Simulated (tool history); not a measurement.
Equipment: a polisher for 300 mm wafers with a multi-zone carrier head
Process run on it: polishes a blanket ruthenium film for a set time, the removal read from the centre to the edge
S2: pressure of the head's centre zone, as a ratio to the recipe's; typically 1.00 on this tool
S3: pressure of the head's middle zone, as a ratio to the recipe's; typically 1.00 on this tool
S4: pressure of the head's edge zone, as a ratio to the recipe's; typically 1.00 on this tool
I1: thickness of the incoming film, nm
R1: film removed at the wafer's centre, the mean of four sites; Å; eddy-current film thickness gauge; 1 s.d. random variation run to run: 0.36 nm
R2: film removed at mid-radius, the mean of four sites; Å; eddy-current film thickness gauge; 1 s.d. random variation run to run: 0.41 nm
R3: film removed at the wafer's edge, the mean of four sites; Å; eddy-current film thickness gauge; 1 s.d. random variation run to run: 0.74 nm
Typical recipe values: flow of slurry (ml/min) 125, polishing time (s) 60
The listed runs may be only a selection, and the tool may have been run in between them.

Run 1, hour 0.0: usual settings but S4 0.95; I1 524.2. Result: R1 494 Å, R2 496 Å, R3 505 Å.
Run 2, hour 7.0: usual settings but S3 1.07, S4 0.89, polishing time (s) 77; I1 528.2. Result: R1 628 Å, R2 654 Å, R3 598 Å.
At hour 19.6: edge zone pressure recalibrated.
Run 3, hour 25.5: usual settings but S2 1.05, polishing time (s) 66; I1 532.0. Result: R1 551 Å, R2 529 Å, R3 556 Å.
Run 4, hour 36.3: usual settings but flow of slurry (ml/min) 155; I1 533.5. Result: R1 493 Å, R2 492 Å, R3 508 Å.
Run 5, hour 47.6: usual settings but flow of slurry (ml/min) 145, S3 0.90; I1 530.9. Result: R1 483 Å, R2 442 Å, R3 485 Å.
Run 6, hour 54.3: usual settings; I1 529.2. Result: R1 465 Å, R2 462 Å, R3 479 Å.
At hour 59.3: worn pad replaced by a new one.
Run 7, hour 67.2: usual settings but S2 1.06; I1 538.9. Result: R1 517 Å, R2 493 Å, R3 515 Å.
At hour 70.5: centre zone pressure recalibrated.
Run 8, hour 80.6: usual settings but flow of slurry (ml/min) 90; I1 530.4. Result: R1 464 Å, R2 467 Å, R3 495 Å.
Run 9, hour 88.3: usual settings but S2 0.92, polishing time (s) 75; I1 518.6. Result: R1 573 Å, R2 611 Å, R3 628 Å.
Run 10, hour 96.0: usual settings but S2 0.90, polishing time (s) 48; I1 528.4. Result: R1 368 Å, R2 398 Å, R3 406 Å.
Run 11, hour 104.8: usual settings but polishing time (s) 72; I1 520.9. Result: R1 593 Å, R2 590 Å, R3 591 Å.
Run 12, hour 122.3: usual settings; I1 529.0. Result: R1 482 Å, R2 476 Å, R3 491 Å.
Run 13, hour 135.1: usual settings but flow of slurry (ml/min) 80, S2 0.89, S4 1.06; I1 520.7. Result: R1 402 Å, R2 446 Å, R3 472 Å.
Run 14, hour 148.2: usual settings but S4 0.95, polishing time (s) 80; I1 539.6. Result: R1 622 Å, R2 627 Å, R3 628 Å.
At hour 152.5: worn pad replaced by a new one.
Run 15, hour 155.0: usual settings but S2 1.11, S4 0.93; I1 541.2. Result: R1 535 Å, R2 493 Å, R3 489 Å.
Run 16, hour 166.8: usual settings; I1 532.9. Result: R1 496 Å, R2 490 Å, R3 507 Å.
Run 17, hour 177.1: usual settings but S3 1.07; I1 533.7. Result: R1 490 Å, R2 511 Å, R3 510 Å.
Run 18, hour 191.2: usual settings but S3 1.11; I1 527.6. Result: R1 489 Å, R2 524 Å, R3 498 Å.
Run 19, hour 207.1: usual settings; I1 528.3. Result: R1 481 Å, R2 480 Å, R3 502 Å.
Run 20, hour 214.5: usual settings but flow of slurry (ml/min) 155, S3 0.95; I1 531.9. Result: R1 498 Å, R2 474 Å, R3 497 Å.
Run 21, hour 225.5: usual settings but flow of slurry (ml/min) 165, S2 0.92, S3 0.90; I1 532.3. Result: R1 463 Å, R2 453 Å, R3 512 Å.
Run 22, hour 240.3: usual settings but S2 0.88, S4 1.03, polishing time (s) 69; I1 519.4. Result: R1 489 Å, R2 533 Å, R3 554 Å.
At hour 246.8: worn pad replaced by a new one.
Run 23, hour 257.5: usual settings but flow of slurry (ml/min) 80, S4 1.03; I1 535.5. Result: R1 452 Å, R2 457 Å, R3 482 Å.

How would selected steps in R1 from run to run divide? Give the signed amount a tool lacking its hidden state would still show from settings, what came in and random variation, and the signed amount left for the hidden state, including any gauge scatter that is not in both of the compared results.
Hidden conditions of the tool in this case: removal rate lost through wear of the pad, %; slurry flow missing at the pad, %; deviation of the centre zone's pressure from its setpoint, %; deviation of the edge zone's pressure from its setpoint, %.
Run 6 -> 7: S2 1.00 -> 1.06, worn pad replaced by a new one. R1 +52 Å: hidden state +31, all else +21.
Run 10 -> 11: S2 0.90 -> 1.00, polishing time (s) 48 -> 72. R1 +225 Å: hidden state -6, all else +231.
Run 13 -> 14: flow of slurry (ml/min) 80 -> 125, S2 0.89 -> 1.00, S4 1.06 -> 0.95, polishing time (s) 60 -> 80. R1 +220 Å: hidden state -22, all else +242.
Run 14 -> 15: S2 1.00 -> 1.11, S4 0.95 -> 0.93, polishing time (s) 80 -> 60, worn pad replaced by a new one. R1 -87 Å: hidden state +34, all else -121.

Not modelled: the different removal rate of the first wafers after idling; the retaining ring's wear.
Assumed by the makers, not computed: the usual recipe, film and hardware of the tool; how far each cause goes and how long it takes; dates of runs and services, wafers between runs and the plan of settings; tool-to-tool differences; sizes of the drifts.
